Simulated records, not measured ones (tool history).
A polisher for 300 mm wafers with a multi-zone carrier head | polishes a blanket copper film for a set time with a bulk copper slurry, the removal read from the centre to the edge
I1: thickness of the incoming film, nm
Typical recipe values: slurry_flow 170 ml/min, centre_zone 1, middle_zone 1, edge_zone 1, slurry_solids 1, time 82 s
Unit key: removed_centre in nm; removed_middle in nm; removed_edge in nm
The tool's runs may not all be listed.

Run 1, hour 0: usual settings; I1 3891.3. Result: removed_centre 846.7 nm, removed_middle 833.8 nm, removed_edge 843.1 nm.
Run 2, hour 12.2: usual settings; I1 3900.5. Result: removed_centre 830.4 nm, removed_middle 820.1 nm, removed_edge 840.2 nm.
Run 3, hour 19.7: usual settings but edge_zone 0.91; I1 3847.8. Result: removed_centre 836.2 nm, removed_middle 816 nm, removed_edge 806.1 nm.
Run 4, hour 26.4: usual settings but middle_zone 1.08; I1 3867. Result: removed_centre 834.9 nm, removed_middle 866.1 nm, removed_edge 839.8 nm.
Run 5, hour 36.8: usual settings but middle_zone 1.08; I1 3839.7. Result: removed_centre 831.5 nm, removed_middle 884.8 nm, removed_edge 842.3 nm.
Run 6, hour 51.2: usual settings but middle_zone 1.08; I1 3849.8. Result: removed_centre 820.5 nm, removed_middle 884.1 nm, removed_edge 859.3 nm.
At hour 64.8: worn pad replaced by a new one.
Run 7, hour 66: usual settings but slurry_flow 130 ml/min, centre_zone 1.06; I1 3908.2. Result: removed_centre 845 nm, removed_middle 770 nm, removed_edge 822.8 nm.
At hour 75.3: carrier head's membrane replaced by a new one.
Run 8, hour 75.8: usual settings; I1 3824.9. Result: removed_centre 849.6 nm, removed_middle 822.8 nm, removed_edge 835.1 nm.
Run 9, hour 81.1: usual settings; I1 3921. Result: removed_centre 830.3 nm, removed_middle 798.1 nm, removed_edge 840.3 nm.
At hour 89.5: centre zone pressure recalibrated.
Run 10, hour 91.6: usual settings; I1 3798.2. Result: removed_centre 823.8 nm, removed_middle 824.8 nm, removed_edge 836.8 nm.
Run 11, hour 102.6: usual settings; I1 3869.2. Result: removed_centre 846 nm, removed_middle 818.1 nm, removed_edge 837.1 nm.
Run 12, hour 111.7: usual settings; I1 3866. Result: removed_centre 829.2 nm, removed_middle 829.6 nm, removed_edge 855.5 nm.
Run 13, hour 128.7: usual settings but slurry_solids 1.15, time 65 s; I1 3882.7. Result: removed_centre 666.3 nm, removed_middle 661.9 nm, removed_edge 679.9 nm.

Estimate the outcome of run 14 from the log above:
At hour 136.1: worn pad replaced by a new one.
Run 14, hour 137.8: usual settings; I1 3830.7. Result: removed_centre ?, removed_middle ?, removed_edge ?.

removed_centre: 846.1 nm
removed_middle: 820.2 nm
removed_edge: 848.1 nm
Had the tool carried no hidden state, the very same run would have given removed_centre 846.1 nm, removed_middle 820.2 nm, removed_edge 848.1 nm.
